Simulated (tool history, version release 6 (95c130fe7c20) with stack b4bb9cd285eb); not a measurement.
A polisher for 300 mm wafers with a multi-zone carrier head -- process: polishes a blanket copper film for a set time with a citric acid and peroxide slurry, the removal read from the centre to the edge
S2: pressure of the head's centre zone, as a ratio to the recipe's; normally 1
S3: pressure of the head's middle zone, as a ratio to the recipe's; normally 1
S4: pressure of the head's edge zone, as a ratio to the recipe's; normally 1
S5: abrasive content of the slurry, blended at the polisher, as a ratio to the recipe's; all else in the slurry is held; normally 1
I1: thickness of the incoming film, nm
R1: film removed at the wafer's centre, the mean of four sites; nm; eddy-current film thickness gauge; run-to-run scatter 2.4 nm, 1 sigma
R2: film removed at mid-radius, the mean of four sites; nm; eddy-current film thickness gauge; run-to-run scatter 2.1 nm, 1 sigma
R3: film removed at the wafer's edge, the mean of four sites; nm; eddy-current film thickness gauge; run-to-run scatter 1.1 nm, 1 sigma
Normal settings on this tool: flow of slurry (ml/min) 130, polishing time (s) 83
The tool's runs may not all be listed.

Run 1, day 0: usual settings; I1 980.8. Result: R1 156.6 nm, R2 182.5 nm, R3 175.7 nm.
Run 2, day 0.846: usual settings; I1 973.4. Result: R1 160.4 nm, R2 180.6 nm, R3 174.5 nm.
Run 3, day 3.533: usual settings; I1 980.2. Result: R1 159.8 nm, R2 180.7 nm, R3 172.4 nm.
At day 4.908: worn pad replaced by a new one.
Run 4, day 4.921: usual settings but S5 0.8; I1 987.8. Result: R1 152.7 nm, R2 174.4 nm, R3 166.9 nm.
Run 5, day 6.158: usual settings but S5 1.15; I1 990. Result: R1 164.1 nm, R2 182.2 nm, R3 178.2 nm.
Run 6, day 6.829: usual settings; I1 984.6. Result: R1 160.3 nm, R2 175.8 nm, R3 173.9 nm.
Run 7, day 8.217: usual settings; I1 990.9. Result: R1 161.6 nm, R2 182 nm, R3 173.3 nm.
Run 8, day 9.588: usual settings; I1 980.4. Result: R1 156.6 nm, R2 183.5 nm, R3 173.8 nm.
At day 10.521: slurry nozzle cleaned.
At day 10.658: centre zone pressure recalibrated.
At day 10.725: worn pad replaced by a new one.
Run 9, day 11.046: usual settings; I1 992.5. Result: R1 177.5 nm, R2 179.1 nm, R3 173.6 nm.
Run 10, day 12.325: usual settings; I1 981.6. Result: R1 175.4 nm, R2 179.5 nm, R3 175.7 nm.
Run 11, day 13.596: usual settings but S2 0.89, S4 1.06; I1 978.5. Result: R1 156 nm, R2 180 nm, R3 178.7 nm.
At day 14.192: edge zone pressure recalibrated.
Run 12, day 14.212: usual settings; I1 966.7. Result: R1 165.8 nm, R2 180.4 nm, R3 174.3 nm.
Run 13, day 15.304: usual settings but S2 0.91, S4 0.96; I1 983.6. Result: R1 155 nm, R2 179.4 nm, R3 171 nm.
At day 16.012: worn pad replaced by a new one.
Run 14, day 16.712: usual settings but S2 0.9; I1 982.7. Result: R1 159.8 nm, R2 177.9 nm, R3 172.4 nm.
Run 15, day 17.588: usual settings but S4 1.09, S5 0.75, polishing time (s) 111; I1 960.3. Result: R1 213 nm, R2 231.1 nm, R3 231.4 nm.
Run 16, day 18.146: usual settings but S4 0.89; I1 977.4. Result: R1 167.8 nm, R2 181.6 nm, R3 163.4 nm.
Run 17, day 19.183: usual settings; I1 958. Result: R1 167.9 nm, R2 181.9 nm, R3 174 nm.
Run 18, day 20.4: usual settings but S3 1.12; I1 985.1. Result: R1 162.7 nm, R2 193.3 nm, R3 174.2 nm.
At day 21.462: worn pad replaced by a new one.
At day 21.688: carrier head's membrane replaced by a new one.
Run 19, day 21.708: usual settings but flow of slurry (ml/min) 145, S3 1.09, S4 0.94; I1 978. Result: R1 168.7 nm, R2 194 nm, R3 171.2 nm.
Run 20, day 22.779: usual settings; I1 972.3. Result: R1 163.5 nm, R2 182 nm, R3 175.7 nm.
At day 24.717: slurry nozzle cleaned.
At day 26.438: worn pad replaced by a new one.
Run 21, day 26.992: usual settings but S3 0.94; I1 962.2. Result: R1 163.3 nm, R2 168 nm, R3 174.8 nm.
Run 22, day 28.054: usual settings but S2 1.09; I1 978.4. Result: R1 174 nm, R2 179.4 nm, R3 176.6 nm.

What if the next run were any one of these 3? Each begins from the tool's condition after run 22:
Run A, day 28.071: usual settings; I1 976.3. Result: R1 ?, R2 ?, R3 ?.
Run B, day 28.071: usual settings but polishing time (s) 60; I1 976.3. Result: R1 ?, R2 ?, R3 ?.
Run C, day 28.071: usual settings but S2 0.93, polishing time (s) 58; I1 976.3. Result: R1 ?, R2 ?, R3 ?.

run     R1     R2     R3
  A  160.9  179.2  173.5
  B  116.3  129.6  125.4
  C  105.7  125.3  121.2
Without the tool's unlogged condition, the same runs would have read:
run     R1     R2     R3
  A  174.4  179.1  173.5
  B  126.1  129.5  125.4
  C  114.6  125.2  121.2
